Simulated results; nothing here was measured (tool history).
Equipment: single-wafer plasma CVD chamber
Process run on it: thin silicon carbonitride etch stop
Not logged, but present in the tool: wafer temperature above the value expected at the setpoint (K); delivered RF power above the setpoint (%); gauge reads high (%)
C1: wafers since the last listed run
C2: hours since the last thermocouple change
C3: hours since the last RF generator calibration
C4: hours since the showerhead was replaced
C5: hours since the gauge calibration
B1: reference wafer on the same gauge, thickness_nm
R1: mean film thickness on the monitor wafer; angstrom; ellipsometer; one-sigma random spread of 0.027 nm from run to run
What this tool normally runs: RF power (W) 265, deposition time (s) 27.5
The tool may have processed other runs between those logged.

run 1 day=0.000 | RF_power_(W)=265 deposition_time_(s)=27.5 | C1=0 C2=1542.8 C3=2244.5 C4=2995.0 C5=179.0 | B1=16.397 | R1=180.38
run 2 day=0.288 | RF_power_(W)=265 deposition_time_(s)=27.5 | C1=95 C2=1549.7 C3=2251.4 C4=3001.9 C5=185.9 | B1=16.402 | R1=180.50
-- day=0.400 gauge calibrated
run 3 day=0.938 | RF_power_(W)=265 deposition_time_(s)=23.2 | C1=214 C2=1565.3 C3=2267.0 C4=3017.5 C5=12.9 | B1=16.399 | R1=152.53
run 4 day=1.667 | RF_power_(W)=305 deposition_time_(s)=27.5 | C1=241 C2=1582.8 C3=2284.5 C4=3035.0 C5=30.4 | B1=16.397 | R1=188.88
run 5 day=2.412 | RF_power_(W)=235 deposition_time_(s)=27.5 | C1=246 C2=1600.7 C3=2302.4 C4=3052.9 C5=48.3 | B1=16.402 | R1=173.95
run 6 day=2.800 | RF_power_(W)=235 deposition_time_(s)=27.5 | C1=128 C2=1610.0 C3=2311.7 C4=3062.2 C5=57.6 | B1=16.407 | R1=173.75
run 7 day=3.367 | RF_power_(W)=265 deposition_time_(s)=27.5 | C1=187 C2=1623.6 C3=2325.3 C4=3075.8 C5=71.2 | B1=16.397 | R1=180.13
run 8 day=3.846 | RF_power_(W)=265 deposition_time_(s)=27.5 | C1=158 C2=1635.1 C3=2336.8 C4=3087.3 C5=82.7 | B1=16.405 | R1=180.24
-- day=4.612 showerhead replaced
run 9 day=4.633 | RF_power_(W)=295 deposition_time_(s)=27.5 | C1=150 C2=1654.0 C3=2355.7 C4=0.5 C5=101.6 | B1=16.399 | R1=187.30
run 10 day=5.012 | RF_power_(W)=295 deposition_time_(s)=27.5 | C1=125 C2=1663.1 C3=2364.8 C4=9.6 C5=110.7 | B1=16.395 | R1=186.71
run 11 day=5.433 | RF_power_(W)=265 deposition_time_(s)=27.5 | C1=139 C2=1673.2 C3=2374.9 C4=19.7 C5=120.8 | B1=16.395 | R1=180.63
run 12 day=5.817 | RF_power_(W)=265 deposition_time_(s)=27.5 | C1=126 C2=1682.4 C3=2384.1 C4=28.9 C5=130.0 | B1=16.403 | R1=180.47
run 13 day=6.508 | RF_power_(W)=265 deposition_time_(s)=27.5 | C1=228 C2=1699.0 C3=2400.7 C4=45.5 C5=146.6 | B1=16.399 | R1=180.44
-- day=7.033 thermocouple changed; heater temperature recalibrated
run 14 day=7.067 | RF_power_(W)=265 deposition_time_(s)=27.5 | C1=74 C2=0.8 C3=2414.1 C4=58.9 C5=160.0 | B1=16.406 | R1=180.66
run 15 day=7.508 | RF_power_(W)=315 deposition_time_(s)=27.5 | C1=146 C2=11.4 C3=2424.7 C4=69.5 C5=170.6 | B1=16.400 | R1=190.69
run 16 day=8.208 | RF_power_(W)=315 deposition_time_(s)=32.8 | C1=231 C2=28.2 C3=2441.5 C4=86.3 C5=187.4 | B1=16.395 | R1=227.94
-- day=8.488 gauge calibrated
run 17 day=8.567 | RF_power_(W)=280 deposition_time_(s)=22.9 | C1=118 C2=36.8 C3=2450.1 C4=94.9 C5=1.9 | B1=16.401 | R1=153.30
-- day=9.250 RF generator calibrated
run 18 day=9.271 | RF_power_(W)=265 deposition_time_(s)=27.5 | C1=122 C2=53.7 C3=0.5 C4=111.8 C5=18.8 | B1=16.400 | R1=180.60
run 19 day=9.754 | RF_power_(W)=265 deposition_time_(s)=27.5 | C1=159 C2=65.3 C3=12.1 C4=123.4 C5=30.4 | B1=16.405 | R1=181.05
run 20 day=10.404 | RF_power_(W)=295 deposition_time_(s)=30.9 | C1=214 C2=80.9 C3=27.7 C4=139.0 C5=46.0 | B1=16.395 | R1=209.95
run 21 day=10.983 | RF_power_(W)=240 deposition_time_(s)=31.5 | C1=191 C2=94.8 C3=41.6 C4=152.9 C5=59.9 | B1=16.395 | R1=200.01
run 22 day=11.692 | RF_power_(W)=290 deposition_time_(s)=24.1 | C1=234 C2=111.8 C3=58.6 C4=169.9 C5=76.9 | B1=16.404 | R1=162.39
run 23 day=12.217 | RF_power_(W)=305 deposition_time_(s)=32.2 | C1=173 C2=124.4 C3=71.2 C4=182.5 C5=89.5 | B1=16.397 | R1=220.97
run 24 day=12.617 | RF_power_(W)=210 deposition_time_(s)=23.8 | C1=132 C2=134.0 C3=80.8 C4=192.1 C5=99.1 | B1=16.400 | R1=144.63
run 25 day=13.212 | RF_power_(W)=285 deposition_time_(s)=24.4 | C1=196 C2=148.3 C3=95.1 C4=206.4 C5=113.4 | B1=16.400 | R1=164.02
run 26 day=13.492 | RF_power_(W)=265 deposition_time_(s)=30.7 | C1=92 C2=155.0 C3=101.8 C4=213.1 C5=120.1 | B1=16.399 | R1=201.94
run 27 day=14.021 | RF_power_(W)=235 deposition_time_(s)=31.0 | C1=174 C2=167.7 C3=114.5 C4=225.8 C5=132.8 | B1=16.397 | R1=195.21
run 28 day=14.317 | RF_power_(W)=235 deposition_time_(s)=31.0 | C1=97 C2=174.8 C3=121.6 C4=232.9 C5=139.9 | B1=16.401 | R1=196.19

For each run, what was the tool's unlogged condition?
wafer temperature above the value expected at the setpoint (K): 0 on each run
delivered RF power above the setpoint (%): 0 on each run
gauge reads high (%): 0 on each run
